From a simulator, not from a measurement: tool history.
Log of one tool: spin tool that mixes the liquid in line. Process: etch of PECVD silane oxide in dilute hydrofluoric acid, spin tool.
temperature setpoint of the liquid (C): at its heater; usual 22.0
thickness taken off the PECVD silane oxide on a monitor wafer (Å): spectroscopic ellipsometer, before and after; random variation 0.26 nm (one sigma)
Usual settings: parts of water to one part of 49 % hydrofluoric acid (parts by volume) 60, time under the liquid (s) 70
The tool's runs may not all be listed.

| run | hour | temperature setpoint of the liquid (C) | parts of water to one part of 49 % hydrofluoric acid (parts by volume) | time under the liquid (s) | read-back film thickness of the PECVD silane oxide reference wafer, read on the same gauge (nm) | thickness taken off the PECVD silane oxide on a monitor wafer (Å) |
|---|---|---|---|---|---|---|
| 1 | 0.0 | 22.0 | 60 | 70 | 40.02 | 291.8 |
| 2 | 55.7 | 22.0 | 60 | 70 | 39.99 | 284.4 |
| 3 | 107.4 | 22.0 | 60 | 70 | 39.98 | 280.9 |
| 4 | 168.2 | 22.0 | 50 | 50 | 40.00 | 245.2 |
| 5 | 196.9 | 22.0 | 70 | 70 | 40.00 | 231.6 |
| 6 | 249.7 | 22.0 | 35 | 55 | 40.00 | 381.4 |
|  | 254.6 | hydrofluoric acid flow meter replaced |
| 7 | 303.1 | 18.5 | 60 | 70 | 39.99 | 252.7 |
| 8 | 352.9 | 18.5 | 60 | 70 | 40.00 | 253.6 |
|  | 389.1 | gauge calibrated |
| 9 | 400.3 | 18.5 | 60 | 70 | 40.00 | 249.2 |
| 10 | 464.6 | 22.0 | 60 | 70 | 40.01 | 283.3 |
| 11 | 520.9 | 22.0 | 60 | 70 | 40.01 | 278.1 |
| 12 | 545.7 | 22.0 | 75 | 70 | 39.99 | 217.8 |
| 13 | 590.3 | 18.0 | 30 | 70 | 40.00 | 484.8 |
| 14 | 637.2 | 22.0 | 60 | 70 | 40.01 | 269.3 |

The next listed run, before its measurement:
| 15 | 666.7 | 25.5 | 60 | 70 | ? | ? |

read-back film thickness of the PECVD silane oxide reference wafer, read on the same gauge (nm): 40.03
thickness taken off the PECVD silane oxide on a monitor wafer (Å): 310.8
Without the tool's hidden state the same run would have given thickness taken off the PECVD silane oxide on a monitor wafer (Å) 360.0.
